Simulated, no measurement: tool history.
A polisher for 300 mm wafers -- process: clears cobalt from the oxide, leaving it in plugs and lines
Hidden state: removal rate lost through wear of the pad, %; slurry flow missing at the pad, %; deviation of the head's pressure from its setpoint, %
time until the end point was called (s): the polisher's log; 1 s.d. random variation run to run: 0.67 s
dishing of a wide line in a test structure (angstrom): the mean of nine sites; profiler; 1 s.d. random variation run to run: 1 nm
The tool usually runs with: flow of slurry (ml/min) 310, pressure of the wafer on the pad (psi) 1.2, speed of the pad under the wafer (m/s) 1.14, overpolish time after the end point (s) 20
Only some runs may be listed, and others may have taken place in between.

run,hour,flow of slurry (ml/min),pressure of the wafer on the pad (psi),speed of the pad under the wafer (m/s),overpolish time after the end point (s),wafers since the last listed run,wafers polished on this pad,hours since the slurry nozzle was cleaned,hours since the head pressure was calibrated,"incoming thickness of the incoming film, nm",time until the end point was called (s),dishing of a wide line in a test structure (angstrom)
1,0,310,1.2,1.14,20,0,910,123.8,315.2,250.7,76.8,439
# hour 22.1: worn pad replaced by a new one
2,22.6,310,1.2,1.14,20,174,4,146.4,337.8,254.5,74.9,455
3,43.6,310,1.2,1.14,20,196,201,167.4,358.8,252.2,74.9,447
# hour 59.2: head pressure recalibrated
4,63.2,310,1.2,1.14,20,164,366,187,4,253.9,75.8,443
5,78.6,310,1,1,20,144,510,202.4,19.4,251.8,96.4,379
# hour 97.5: slurry nozzle cleaned
6,114.4,310,1,1,20,325,835,16.9,55.2,252.3,100.3,373
7,130.8,310,1.2,1.14,20,153,989,33.3,71.6,249.3,78.3,439
# hour 141.3: worn pad replaced by a new one
8,147.2,310,1.2,1.14,20,116,55,49.7,88,249.4,74,438
9,181,310,1.2,1.14,20,316,371,83.5,121.8,248.1,74.4,443
10,208.1,310,1.2,1.14,20,253,624,110.6,148.9,247.7,75.8,447
11,223.8,310,1.2,1.46,20,146,771,126.3,164.6,249.9,61.1,488
12,242.7,310,1.2,1.46,20,176,948,145.2,183.5,255.5,63.3,504
# hour 279.2: worn pad replaced by a new one
13,279.7,310,1.2,1.14,20,308,4,182.2,220.5,245.8,73,431
14,307,310,1.2,1.14,20,255,259,209.5,247.8,247.4,73.4,436
15,333.6,265,1.5,1.44,10,248,508,236.1,274.4,248,51.5,349
# hour 348.5: slurry nozzle cleaned
16,358.2,310,1.2,1.42,30,220,729,9.7,299,247.9,62.1,607
17,392.8,310,1.2,1.14,16,323,1053,44.3,333.6,250,77.3,383
# hour 397.5: worn pad replaced by a new one
18,415.5,380,1.2,1.14,20,174,168,67,356.3,250.9,73.3,445
19,451.1,345,1.4,1.14,20,333,501,102.6,391.9,252.1,64.9,484

Run 20 has not been measured yet. What should we expect?
# hour 471.2: head pressure recalibrated
20,475.6,225,1.5,1.48,12,210,712,127.1,4.4,249.3,?,?

Logged for run 20: time until the end point was called (s) 51.3, dishing of a wide line in a test structure (angstrom) 405.
Were there no unlogged condition in the tool, this run, its random variation unchanged, would have produced time until the end point was called (s) 50.2, dishing of a wide line in a test structure (angstrom) 411.
